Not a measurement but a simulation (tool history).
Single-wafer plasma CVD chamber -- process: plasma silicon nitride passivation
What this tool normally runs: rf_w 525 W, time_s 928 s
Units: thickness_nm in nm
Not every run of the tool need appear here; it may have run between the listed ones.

run	hour	rf_w	time_s	read-back reference wafer on the same gauge, thickness_nm	thickness_nm
1	0	580	928	1180.183	1362.293
2	32.3	580	928	1181.191	1363.474
3	74.2	580	928	1179.434	1359.597
# hour 133.4: gauge calibrated
4	175.9	525	928	1179.438	1310.063
5	230.4	525	928	1180.241	1309.818
6	257.3	525	928	1179.166	1311.175
7	301.1	525	928	1179.869	1305.843
8	348.7	525	928	1179.581	1314.205
9	383.7	525	928	1179.807	1309.612
10	449.6	450	1045	1180.32	1401.029
11	513.5	450	1045	1180.002	1402.126
12	544.6	525	861	1179.696	1219.303
13	583.9	585	928	1179.884	1361.34
# hour 629.6: RF generator calibrated
14	632	585	928	1178.897	1386.163
15	677.7	585	928	1180.297	1382.756
# hour 724.1: showerhead replaced
16	740.4	525	928	1179.636	1326.019
17	775.3	525	928	1180.197	1331.388
18	811.4	525	928	1180.234	1324.195
19	944.3	450	806	1180.184	1089.837
20	1004.6	450	1045	1180.415	1406.43
21	1067.9	600	1011	1180.205	1503.644
22	1130.1	525	928	1179.662	1320.944
23	1173.8	595	928	1180.634	1380.121
# hour 1213.8: gauge calibrated
24	1236.6	455	928	1181.14	1256.376
25	1292.6	585	928	1180.962	1372.793
26	1333.2	440	928	1180.383	1231.839
27	1389.2	495	928	1180.529	1287.789
28	1445.8	525	928	1180.686	1317.155
29	1470.5	440	928	1180.202	1239.718
30	1517.8	560	1046	1179.708	1510.445
31	1564.9	525	1072	1180.064	1518.874
32	1622.9	450	817	1181.441	1095.726
33	1662.1	525	1054	1179.933	1498.818
34	1722.5	495	754	1180.203	1045.745
35	1750.6	480	829	1180.398	1137.379
36	1779.6	585	1059	1180.264	1553
37	1828.6	525	928	1179.494	1314.438

Give the tool's hidden conditions for every run:
gauge reads high (%): 0 in every run
H1: delivered RF power above the setpoint (%)
run	H1
1	-5.32
2	-5.35
3	-5.39
4	-5.48
5	-5.52
6	-5.53
7	-5.56
8	-5.59
9	-5.61
10	-5.64
11	-5.67
12	-5.69
13	-5.7
14	-0.807
15	-1.22
16	-1.74
17	-2
18	-2.26
19	-3.09
20	-3.4
21	-3.71
22	-3.97
23	-4.14
24	-4.37
25	-4.55
26	-4.67
27	-4.82
28	-4.96
29	-5.02
30	-5.13
31	-5.22
32	-5.33
33	-5.4
34	-5.49
35	-5.53
36	-5.57
37	-5.64
